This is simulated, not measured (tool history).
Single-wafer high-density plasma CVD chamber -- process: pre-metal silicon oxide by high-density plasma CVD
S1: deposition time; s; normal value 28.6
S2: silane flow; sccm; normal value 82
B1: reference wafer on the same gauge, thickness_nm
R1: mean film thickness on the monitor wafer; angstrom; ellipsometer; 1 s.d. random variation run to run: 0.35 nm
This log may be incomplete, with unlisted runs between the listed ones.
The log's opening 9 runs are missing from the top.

run,hour,S1,S2,B1,R1
10,104.9,28.6,82,233.017,2056.5
11,115.7,28.6,82,233.012,2061.92
12,126.5,28.6,82,232.97,2058.36
13,132.9,28.6,82,233.068,2057.89
14,145.2,31.5,82,232.978,2260.84
15,154.2,31.5,82,232.916,2260.79
16,171.8,28.6,82,232.958,2052.24
17,184.3,28.6,82,233.002,2048.49
18,191.4,28.6,76,232.964,1903
19,208,28.6,82,232.982,2047.6
20,222.4,26.7,86,232.914,2002.81
# hour 235.7: silane flow controller replaced
21,236.2,33.1,89,232.942,2744.25
22,247.8,26.3,93,232.948,2281.29
23,259.1,33.3,70,232.999,2175.4
# hour 273.3: gauge calibrated
24,274,28.6,87,233.027,2323.23
25,283.4,28.6,82,232.989,2187.06
26,298.6,32.5,87,232.939,2639.52
27,307,34.2,82,232.99,2614.5
28,318.3,31.4,90,232.975,2641.65
29,332.9,31.1,78,233.061,2262.11
30,341.1,33.9,91,233.101,2880.66
31,357.9,26.7,82,232.947,2045.84
32,370.7,28.6,82,233.089,2189.55
33,414.9,28.6,88,232.913,2341.44
34,423.3,34.2,82,232.996,2617.95

Branching from run 34: 3 alternative next runs. What would each branch give?
A,423.7,28.6,82,?,?
B,423.7,25.1,90,?,?
C,423.7,32.7,82,?,?

run,B1,R1
A,233,2188.34
B,233,2107.91
C,233,2502.06
Without the tool's hidden state the same runs would have given:
run,R1
A,2186.94
B,2106.56
C,2500.45
